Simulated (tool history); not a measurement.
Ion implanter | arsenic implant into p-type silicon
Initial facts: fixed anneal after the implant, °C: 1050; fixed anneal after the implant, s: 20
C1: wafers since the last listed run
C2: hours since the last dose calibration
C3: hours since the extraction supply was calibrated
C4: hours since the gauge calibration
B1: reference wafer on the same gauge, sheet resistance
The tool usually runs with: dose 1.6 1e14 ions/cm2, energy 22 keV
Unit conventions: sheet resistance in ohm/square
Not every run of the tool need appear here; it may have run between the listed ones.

{"run": 1, "hour": 0.0, "dose": 1.22, "energy": 22, "C1": 0, "C2": 1376.4, "C3": 2507.4, "C4": 66.7, "B1": 526.08, "sheet resistance": 561.25}
{"run": 2, "hour": 61.8, "dose": 1.6, "energy": 22, "C1": 798, "C2": 1438.2, "C3": 2569.2, "C4": 128.5, "B1": 526.07, "sheet resistance": 461.53}
{"run": 3, "hour": 102.5, "dose": 1.6, "energy": 22, "C1": 525, "C2": 1478.9, "C3": 2609.9, "C4": 169.2, "B1": 526.32, "sheet resistance": 460.48}
{"run": 4, "hour": 150.1, "dose": 1.6, "energy": 22, "C1": 614, "C2": 1526.5, "C3": 2657.5, "C4": 216.8, "B1": 526.18, "sheet resistance": 456.94}
{"run": 5, "hour": 190.9, "dose": 1.6, "energy": 17.5, "C1": 527, "C2": 1567.3, "C3": 2698.3, "C4": 257.6, "B1": 526.56, "sheet resistance": 470.29}
{"run": 6, "hour": 222.0, "dose": 1.6, "energy": 25, "C1": 401, "C2": 1598.4, "C3": 2729.4, "C4": 288.7, "B1": 526.08, "sheet resistance": 449.73}
{"run": 7, "hour": 271.8, "dose": 1.6, "energy": 25, "C1": 643, "C2": 1648.2, "C3": 2779.2, "C4": 338.5, "B1": 525.9, "sheet resistance": 451.57}
{"run": 8, "hour": 313.8, "dose": 1.6, "energy": 25, "C1": 542, "C2": 1690.2, "C3": 2821.2, "C4": 380.5, "B1": 526.26, "sheet resistance": 450.02}
{"run": 9, "hour": 351.9, "dose": 1.6, "energy": 22, "C1": 492, "C2": 1728.3, "C3": 2859.3, "C4": 418.6, "B1": 526.07, "sheet resistance": 456.62}
{"run": 10, "hour": 392.1, "dose": 1.6, "energy": 22, "C1": 519, "C2": 1768.5, "C3": 2899.5, "C4": 458.8, "B1": 526.39, "sheet resistance": 457.69}
{"hour": 434.5, "done": "extraction supply calibrated"}
{"run": 11, "hour": 458.0, "dose": 1.6, "energy": 28.5, "C1": 747, "C2": 1834.4, "C3": 23.5, "C4": 524.7, "B1": 526.23, "sheet resistance": 437.65}
{"run": 12, "hour": 500.8, "dose": 1.6, "energy": 22, "C1": 552, "C2": 1877.2, "C3": 66.3, "C4": 567.5, "B1": 526.11, "sheet resistance": 456.48}
{"hour": 570.9, "done": "gauge calibrated"}
{"hour": 573.7, "done": "Faraday cup replaced and dose calibrated"}
{"run": 13, "hour": 606.5, "dose": 1.86, "energy": 22, "C1": 1262, "C2": 32.8, "C3": 172, "C4": 35.6, "B1": 525.81, "sheet resistance": 423.64}
{"run": 14, "hour": 635.5, "dose": 1.6, "energy": 22, "C1": 374, "C2": 61.8, "C3": 201, "C4": 64.6, "B1": 525.95, "sheet resistance": 475.17}
{"run": 15, "hour": 687.0, "dose": 1.73, "energy": 28.5, "C1": 665, "C2": 113.3, "C3": 252.5, "C4": 116.1, "B1": 526.43, "sheet resistance": 430.49}
{"run": 16, "hour": 748.8, "dose": 1.88, "energy": 17, "C1": 798, "C2": 175.1, "C3": 314.3, "C4": 177.9, "B1": 525.86, "sheet resistance": 434.05}
{"run": 17, "hour": 813.6, "dose": 1.6, "energy": 22, "C1": 837, "C2": 239.9, "C3": 379.1, "C4": 242.7, "B1": 525.87, "sheet resistance": 471.23}
{"run": 18, "hour": 873.4, "dose": 1.34, "energy": 22, "C1": 772, "C2": 299.7, "C3": 438.9, "C4": 302.5, "B1": 526.28, "sheet resistance": 534.05}
{"run": 19, "hour": 938.6, "dose": 1.92, "energy": 20, "C1": 842, "C2": 364.9, "C3": 504.1, "C4": 367.7, "B1": 526.02, "sheet resistance": 416.01}

Below are 5 alternative next runs, each starting from the tool's condition after run 19. Predict each:
{"run": "A", "hour": 939.0, "dose": 1.6, "energy": 22, "C1": 5, "C2": 365.3, "C3": 504.5, "C4": 368.1, "B1": "?", "sheet resistance": "?"}
{"run": "B", "hour": 939.0, "dose": 1.24, "energy": 24.5, "C1": 5, "C2": 365.3, "C3": 504.5, "C4": 368.1, "B1": "?", "sheet resistance": "?"}
{"run": "C", "hour": 939.0, "dose": 1.48, "energy": 22, "C1": 5, "C2": 365.3, "C3": 504.5, "C4": 368.1, "B1": "?", "sheet resistance": "?"}
{"run": "D", "hour": 939.0, "dose": 1.79, "energy": 28.5, "C1": 5, "C2": 365.3, "C3": 504.5, "C4": 368.1, "B1": "?", "sheet resistance": "?"}
{"run": "E", "hour": 939.0, "dose": 1.81, "energy": 29, "C1": 5, "C2": 365.3, "C3": 504.5, "C4": 368.1, "B1": "?", "sheet resistance": "?"}

run=A B1=525.75 sheet_resistance=468.92
run=B B1=525.75 sheet_resistance=554.8
run=C B1=525.75 sheet_resistance=496.58
run=D B1=525.75 sheet_resistance=415.76
run=E B1=525.75 sheet_resistance=411.32
With no hidden state in the tool, these same runs would have given:
run=A sheet_resistance=472.09
run=B sheet_resistance=558.42
run=C sheet_resistance=499.92
run=D sheet_resistance=418.55
run=E sheet_resistance=414.09
